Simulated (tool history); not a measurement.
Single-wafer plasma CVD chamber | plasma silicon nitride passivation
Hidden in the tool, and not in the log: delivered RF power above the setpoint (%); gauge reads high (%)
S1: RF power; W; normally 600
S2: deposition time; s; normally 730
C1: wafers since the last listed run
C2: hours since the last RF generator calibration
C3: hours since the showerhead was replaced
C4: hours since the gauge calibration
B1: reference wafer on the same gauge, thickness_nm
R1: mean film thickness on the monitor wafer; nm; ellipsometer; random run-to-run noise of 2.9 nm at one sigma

| run | hour | S1 | S2 | C1 | C2 | C3 | C4 | B1 | R1 |
|---|---|---|---|---|---|---|---|---|---|
| 1 | 0 | 600 | 730 | 0 | 190.7 | 4131.2 | 1097.6 | 1230.017 | 1083.388 |
| 2 | 70.6 | 600 | 730 | 113 | 261.3 | 4201.8 | 1168.2 | 1228.959 | 1081.283 |
| 3 | 118.2 | 600 | 730 | 76 | 308.9 | 4249.4 | 1215.8 | 1230.193 | 1079.109 |
| 4 | 174.1 | 530 | 730 | 90 | 364.8 | 4305.3 | 1271.7 | 1230.462 | 1042.689 |
| 5 | 203.6 | 530 | 730 | 47 | 394.3 | 4334.8 | 1301.2 | 1230.475 | 1046.379 |
| 6 | 294.8 | 600 | 730 | 147 | 485.5 | 4426 | 1392.4 | 1229.867 | 1072.52 |
| 7 | 344.4 | 525 | 730 | 79 | 535.1 | 4475.6 | 1442 | 1229.2 | 1032.105 |
| 8 | 528 | 600 | 730 | 295 | 718.7 | 4659.2 | 1625.6 | 1229.967 | 1071.951 |
| 9 | 643.8 | 600 | 730 | 186 | 834.5 | 4775 | 1741.4 | 1229.874 | 1062.843 |
| 10 | 700.9 | 670 | 730 | 92 | 891.6 | 4832.1 | 1798.5 | 1230.075 | 1099.052 |
| 11 | 772.1 | 600 | 730 | 114 | 962.8 | 4903.3 | 1869.7 | 1230.428 | 1060.007 |
| 12 | 818.6 | 600 | 730 | 74 | 1009.3 | 4949.8 | 1916.2 | 1230.192 | 1059.133 |
|  | 856.2 | RF generator calibrated |
| 13 | 879.6 | 600 | 730 | 85 | 23.4 | 5010.8 | 1977.2 | 1230.506 | 1086.027 |
| 14 | 933.7 | 600 | 730 | 87 | 77.5 | 5064.9 | 2031.3 | 1229.876 | 1084.038 |
| 15 | 990.1 | 600 | 730 | 90 | 133.9 | 5121.3 | 2087.7 | 1231.136 | 1083.125 |
| 16 | 1148.1 | 600 | 730 | 254 | 291.9 | 5279.3 | 2245.7 | 1229.22 | 1079.337 |
| 17 | 1174.6 | 550 | 670 | 42 | 318.4 | 5305.8 | 2272.2 | 1229.984 | 962.612 |
| 18 | 1215.3 | 550 | 670 | 65 | 359.1 | 5346.5 | 2312.9 | 1229.715 | 965.147 |
| 19 | 1250.7 | 600 | 730 | 57 | 394.5 | 5381.9 | 2348.3 | 1228.949 | 1078.895 |
| 20 | 1299.9 | 600 | 680 | 79 | 443.7 | 5431.1 | 2397.5 | 1228.819 | 1005.9 |
| 21 | 1332 | 600 | 730 | 51 | 475.8 | 5463.2 | 2429.6 | 1230.128 | 1074.742 |
| 22 | 1373.4 | 535 | 834 | 66 | 517.2 | 5504.6 | 2471 | 1229.079 | 1190.989 |
| 23 | 1436 | 600 | 819 | 100 | 579.8 | 5567.2 | 2533.6 | 1230.232 | 1207.201 |
| 24 | 1499 | 500 | 781 | 101 | 642.8 | 5630.2 | 2596.6 | 1230.014 | 1085.861 |
|  | 1512.5 | gauge calibrated |
| 25 | 1548.5 | 600 | 730 | 79 | 692.3 | 5679.7 | 36 | 1230.888 | 1071.377 |
|  | 1581.2 | showerhead replaced |
| 26 | 1581.7 | 600 | 730 | 40 | 725.5 | 0.5 | 69.2 | 1229.674 | 1068.392 |
| 27 | 1629.3 | 690 | 730 | 76 | 773.1 | 48.1 | 116.8 | 1229.426 | 1114.108 |
| 28 | 1701.2 | 600 | 730 | 115 | 845 | 120 | 188.7 | 1230.167 | 1064.765 |
|  | 1713 | RF generator calibrated |
| 29 | 1754.6 | 600 | 730 | 73 | 41.6 | 173.4 | 242.1 | 1230.216 | 1079.438 |
| 30 | 1817.5 | 670 | 799 | 101 | 104.5 | 236.3 | 305 | 1229.703 | 1227.244 |
| 31 | 1880.7 | 690 | 637 | 101 | 167.7 | 299.5 | 368.2 | 1230.622 | 979.19 |
| 32 | 1942.9 | 540 | 681 | 100 | 229.9 | 361.7 | 430.4 | 1231.443 | 975.721 |
| 33 | 1982.3 | 565 | 730 | 63 | 269.3 | 401.1 | 469.8 | 1230.948 | 1058.688 |
| 34 | 2034.3 | 540 | 730 | 83 | 321.3 | 453.1 | 521.8 | 1230.167 | 1043.975 |
| 35 | 2232.2 | 700 | 678 | 319 | 519.2 | 651 | 719.7 | 1230.828 | 1042.48 |
| 36 | 2302.2 | 510 | 801 | 112 | 589.2 | 721 | 789.7 | 1229.888 | 1123.338 |
| 37 | 2328.8 | 600 | 788 | 42 | 615.8 | 747.6 | 816.3 | 1230.035 | 1159.072 |
| 38 | 2355.4 | 600 | 795 | 42 | 642.4 | 774.2 | 842.9 | 1230.619 | 1169.38 |
| 39 | 2380 | 695 | 801 | 39 | 667 | 798.8 | 867.5 | 1230.597 | 1227.659 |
| 40 | 2552.3 | 505 | 730 | 277 | 839.3 | 971.1 | 1039.8 | 1229.108 | 1012.154 |
| 41 | 2606.8 | 600 | 730 | 87 | 893.8 | 1025.6 | 1094.3 | 1229.374 | 1063.16 |
| 42 | 2636.7 | 485 | 797 | 48 | 923.7 | 1055.5 | 1124.2 | 1228.973 | 1094.549 |

Selected run-to-run steps in R1, each split into two signed amounts: the part the tool would show with no hidden state at all (from settings, incoming material and random variation), and the remainder, which goes to the hidden state together with any gauge scatter not common to the measured and the hidden-state-free results:
Run 7 -> 8: S1 525 -> 600. R1 +39.846 nm: hidden state -5.28, all else +45.126.
Run 12 -> 13: RF generator calibrated. R1 +26.894 nm: hidden state +22.642, all else +4.252.
Run 28 -> 29: RF generator calibrated. R1 +14.673 nm: hidden state +13.781, all else +0.892.
Run 29 -> 30: S1 600 -> 670, S2 730 -> 799. R1 +147.806 nm: hidden state -0.476, all else +148.282.
Run 30 -> 31: S1 670 -> 690, S2 799 -> 637. R1 -248.054 nm: hidden state +0.136, all else -248.19.
Run 39 -> 40: S1 695 -> 505, S2 801 -> 730. R1 -215.505 nm: hidden state -3.166, all else -212.339.

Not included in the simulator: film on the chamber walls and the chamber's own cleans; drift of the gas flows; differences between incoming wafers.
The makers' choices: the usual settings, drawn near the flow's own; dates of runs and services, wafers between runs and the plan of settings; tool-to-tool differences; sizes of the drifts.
